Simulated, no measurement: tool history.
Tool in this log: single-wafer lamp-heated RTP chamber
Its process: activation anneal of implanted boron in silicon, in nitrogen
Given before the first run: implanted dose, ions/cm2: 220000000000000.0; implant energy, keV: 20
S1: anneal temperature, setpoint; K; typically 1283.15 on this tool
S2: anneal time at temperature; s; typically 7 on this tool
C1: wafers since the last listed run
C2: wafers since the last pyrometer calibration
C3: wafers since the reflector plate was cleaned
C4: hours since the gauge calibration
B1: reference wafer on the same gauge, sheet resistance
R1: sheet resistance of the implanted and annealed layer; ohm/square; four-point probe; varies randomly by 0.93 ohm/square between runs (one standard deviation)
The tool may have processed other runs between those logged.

run	day	S1	S2	C1	C2	C3	C4	B1	R1
1	0.000	1302.15	10	0	1636	5397	886.9	378.04	403.23
2	0.654	1302.15	10	315	1951	5712	902.6	378.23	402.36
3	1.321	1302.15	10	321	2273	6034	918.6	378.26	403.13
4	2.375	1283.15	7	508	2781	6542	943.9	378.04	406.94
5	2.892	1283.15	7	249	3030	6791	956.3	378.39	407.21
6	3.471	1283.15	7	279	3309	7070	970.2	378.25	405.56
7	4.054	1283.15	6	281	3590	7351	984.2	378.04	407.04
# day 4.917: reflector plate cleaned
8	5.467	1283.15	6	520	4111	265	1018.1	378.09	406.20
9	6.158	1283.15	6	333	4444	599	1034.7	378.12	407.38
10	7.354	1283.15	7	576	5021	1175	1063.4	377.99	407.06
11	8.225	1283.15	10	419	5440	1595	1084.3	377.81	407.26
12	8.962	1283.15	10	355	5796	1951	1102.0	378.30	404.17
13	10.088	1283.15	9	542	6338	2493	1129.0	377.82	406.40
14	10.692	1283.15	7	291	6630	2784	1143.5	378.16	406.93
# day 12.012: pyrometer window cleaned and pyrometer calibrated
15	12.125	1283.15	7	530	55	3315	1177.9	377.53	406.51
16	13.429	1283.15	7	628	683	3943	1209.2	377.67	403.79
17	14.500	1269.15	5	516	1200	4460	1234.9	377.89	413.72
18	15.083	1274.15	9	281	1481	4741	1248.9	378.10	407.18
# day 15.388: gauge calibrated
19	15.775	1283.15	7	333	1814	5074	9.3	384.09	413.32
20	17.225	1304.15	7	699	2513	5773	44.1	383.55	407.23
21	18.583	1265.15	3	654	3168	6428	76.7	382.87	424.46
22	19.929	1283.15	7	648	3817	7077	109.0	382.74	411.55
# day 20.308: reflector plate cleaned
23	21.242	1308.15	7	472	4289	449	140.5	382.47	407.61
24	21.788	1297.15	7	263	4552	712	153.6	382.76	408.21
25	22.462	1283.15	4	325	4878	1038	169.8	382.19	410.42
26	23.721	1310.15	7	606	5484	1645	200.0	381.68	406.87
27	24.946	1259.15	4	590	6075	2235	229.4	381.80	427.00
28	25.458	1283.15	7	247	6322	2482	241.7	381.39	409.75
29	26.025	1264.15	4	273	6595	2755	255.3	381.26	419.30
# day 26.892: pyrometer window cleaned and pyrometer calibrated
30	26.912	1263.15	9	267	10	3022	276.6	380.80	419.27
31	28.858	1283.15	7	938	948	3961	323.3	380.51	408.93
32	30.112	1272.15	7	604	1553	4565	353.4	380.78	414.43
33	31.246	1298.15	3	546	2099	5112	380.6	380.39	408.66
34	34.842	1310.15	3	1733	3833	6845	466.9	380.27	404.60
# day 35.879: reflector plate cleaned
35	35.900	1283.15	7	349	4182	9	492.3	379.56	410.43
36	36.533	1283.15	3	305	4488	314	507.5	379.93	409.66
37	37.371	1303.15	11	403	4891	718	527.6	379.65	402.42
38	38.067	1256.15	11	335	5227	1053	544.3	379.71	422.38

What if the next run were any one of these 3? Each begins from the tool's condition after run 38:
A	38.083	1283.15	7	8	5235	1061	544.7	?	?
B	38.083	1256.15	4	8	5235	1061	544.7	?	?
C	38.083	1296.15	6	8	5235	1061	544.7	?	?

run	B1	R1
A	379.57	408.55
B	379.57	427.64
C	379.57	406.41
With the hidden condition removed and each run's random variation left untouched, the same runs would have given:
run	R1
A	413.27
B	432.58
C	411.11
